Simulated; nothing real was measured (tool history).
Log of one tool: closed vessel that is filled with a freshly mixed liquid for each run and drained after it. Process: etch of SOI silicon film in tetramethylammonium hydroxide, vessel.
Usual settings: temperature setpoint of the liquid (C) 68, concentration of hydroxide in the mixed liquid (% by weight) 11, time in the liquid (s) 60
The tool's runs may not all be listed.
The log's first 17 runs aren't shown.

run,hour,temperature setpoint of the liquid (C),concentration of hydroxide in the mixed liquid (% by weight),time in the liquid (s),wafers since the last listed run,hours since the thermometer was replaced,hours since the hydroxide flow meter was replaced,hours since the gauge calibration,"read-back film thickness of the SOI silicon film reference wafer, read on the same gauge (nm)",thickness taken off the SOI silicon film on a monitor wafer (Å)
18,513.4,60.5,9,40,3228,119.5,200.4,131.6,80,1769.3
19,531.3,68,11,75,1709,137.4,218.3,149.5,80.01,4831.1
20,564.9,68,10,60,3209,171,251.9,183.1,80,4034.6
21,599.4,68,11,60,3295,205.5,286.4,217.6,79.98,3858.2
22,618.3,68,8.5,60,1805,224.4,305.3,236.5,80,4264.8
23,648.4,66,11,60,2875,254.5,335.4,266.6,79.99,3420.8
24,740.8,68,11,35,8826,346.9,427.8,359,80.03,2236.8
25,761.3,68,9,30,1958,367.4,448.3,379.5,80.02,2077.8
26,783.5,68,11,60,2120,389.6,470.5,401.7,80,3834.2
27,808.9,60.5,12.5,90,2426,415,495.9,427.1,80.02,3506.9
28,898.1,68,9.5,75,8521,504.2,585.1,516.3,80,5110.7
29,920.7,74,11,60,2158,526.8,607.7,538.9,80,5456.8
30,938.3,65,9,60,1681,544.4,625.3,556.5,80.01,3460.4
31,958.9,68,11,80,1967,565,645.9,577.1,79.99,5113.2
32,989.9,68,8,35,2961,596,676.9,608.1,79.99,2497.2
33,1006.3,68,11,60,1566,612.4,693.3,624.5,80.03,3837.3
34,1029.1,68,11,60,2178,635.2,716.1,647.3,80,3813.5

4 ways to go on from here, each from the tool as it stands after run 34. What would each give?
A,1029.8,68,11,60,66,635.9,716.8,648,?,?
B,1029.8,68,13,60,66,635.9,716.8,648,?,?
C,1029.8,68,11,30,66,635.9,716.8,648,?,?
D,1029.8,68,11,70,66,635.9,716.8,648,?,?

run,"read-back film thickness of the SOI silicon film reference wafer, read on the same gauge (nm)",thickness taken off the SOI silicon film on a monitor wafer (Å)
A,79.99,3844.9
B,79.99,3620.7
C,79.99,1922.4
D,79.99,4485.7
Without the tool's hidden state the same runs would have given:
run,thickness taken off the SOI silicon film on a monitor wafer (Å)
A,3883
B,3628.8
C,1941.5
D,4530.1

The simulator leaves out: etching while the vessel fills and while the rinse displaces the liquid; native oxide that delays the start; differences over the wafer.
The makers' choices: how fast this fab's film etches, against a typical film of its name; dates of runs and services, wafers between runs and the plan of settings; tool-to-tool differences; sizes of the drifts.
